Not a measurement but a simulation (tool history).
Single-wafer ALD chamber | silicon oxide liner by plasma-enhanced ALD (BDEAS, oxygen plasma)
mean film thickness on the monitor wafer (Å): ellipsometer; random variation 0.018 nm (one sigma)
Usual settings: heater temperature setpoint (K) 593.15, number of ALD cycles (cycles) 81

| run | hour | heater temperature setpoint (K) | number of ALD cycles (cycles) | read-back reference wafer on the same gauge, thickness_nm | mean film thickness on the monitor wafer (Å) |
|---|---|---|---|---|---|
| 1 | 0.0 | 593.15 | 81 | 8.004 | 74.58 |
| 2 | 85.4 | 604.15 | 81 | 7.998 | 73.10 |
| 3 | 185.6 | 593.15 | 81 | 8.000 | 74.54 |
| 4 | 259.7 | 586.15 | 81 | 8.001 | 75.22 |
| 5 | 317.2 | 586.15 | 81 | 8.002 | 75.24 |
| 6 | 375.9 | 593.15 | 68 | 8.004 | 62.63 |
| 7 | 440.4 | 593.15 | 68 | 8.003 | 62.49 |
| 8 | 535.9 | 593.15 | 81 | 7.998 | 74.95 |
| 9 | 596.4 | 593.15 | 81 | 8.004 | 74.61 |
| 10 | 637.5 | 593.15 | 81 | 8.005 | 74.57 |
| 11 | 685.6 | 600.15 | 88 | 8.004 | 79.78 |
| 12 | 786.7 | 600.15 | 88 | 8.000 | 80.18 |
| 13 | 873.8 | 593.15 | 93 | 7.998 | 85.71 |
| 14 | 974.1 | 593.15 | 81 | 8.002 | 74.75 |
| 15 | 1081.5 | 593.15 | 81 | 8.001 | 74.67 |
| 16 | 1160.6 | 582.15 | 81 | 7.991 | 75.90 |
| 17 | 1238.5 | 582.15 | 81 | 7.997 | 75.86 |
| 18 | 1290.0 | 587.15 | 77 | 7.999 | 71.72 |
|  | 1386.8 | thermocouple changed; heater temperature recalibrated |
| 19 | 1387.3 | 593.15 | 81 | 7.996 | 73.76 |
| 20 | 1440.7 | 593.15 | 81 | 7.997 | 73.76 |
| 21 | 1504.9 | 600.15 | 88 | 8.005 | 79.18 |
| 22 | 1572.6 | 587.15 | 68 | 7.997 | 62.77 |
| 23 | 1670.8 | 593.15 | 81 | 7.991 | 74.08 |
| 24 | 1777.3 | 580.15 | 88 | 8.002 | 81.84 |
| 25 | 1827.6 | 604.15 | 66 | 8.002 | 59.33 |
| 26 | 1926.6 | 597.15 | 81 | 7.996 | 73.73 |
| 27 | 1977.7 | 608.15 | 75 | 7.999 | 66.62 |
|  | 2178.2 | gauge calibrated |
| 28 | 2270.0 | 586.15 | 85 | 8.000 | 79.05 |
| 29 | 2324.6 | 603.15 | 96 | 8.002 | 86.66 |
| 30 | 2411.8 | 593.15 | 69 | 7.998 | 63.45 |
| 31 | 2481.2 | 580.15 | 68 | 8.000 | 63.97 |
| 32 | 2564.2 | 580.15 | 92 | 7.996 | 86.52 |
| 33 | 2652.1 | 593.15 | 81 | 8.000 | 74.48 |
| 34 | 2737.0 | 593.15 | 81 | 8.004 | 74.46 |
| 35 | 2839.4 | 593.15 | 81 | 8.002 | 74.52 |

Hidden state or all else? Some run-to-run changes of mean film thickness on the monitor wafer (Å), split into what the settings, what came in and random variation would give without the hidden state, and what is left for the hidden state (with any gauge scatter that isn't in both results):
The hidden state here: wafer temperature above the value expected at the setpoint (K); gauge reads high (%).
Run 18 -> 19: heater temperature setpoint (K) 587.15 -> 593.15, number of ALD cycles (cycles) 77 -> 81, thermocouple changed; heater temperature recalibrated. mean film thickness on the monitor wafer (Å) +2.04: hidden state -0.76, all else +2.80.
Run 24 -> 25: heater temperature setpoint (K) 580.15 -> 604.15, number of ALD cycles (cycles) 88 -> 66. mean film thickness on the monitor wafer (Å) -22.51: hidden state -0.02, all else -22.49.
Run 27 -> 28: heater temperature setpoint (K) 608.15 -> 586.15, number of ALD cycles (cycles) 75 -> 85, gauge calibrated. mean film thickness on the monitor wafer (Å) +12.43: hidden state +0.16, all else +12.27.
Run 29 -> 30: heater temperature setpoint (K) 603.15 -> 593.15, number of ALD cycles (cycles) 96 -> 69. mean film thickness on the monitor wafer (Å) -23.21: hidden state -0.11, all else -23.10.
Run 31 -> 32: number of ALD cycles (cycles) 68 -> 92. mean film thickness on the monitor wafer (Å) +22.55: hidden state +0.15, all else +22.40.
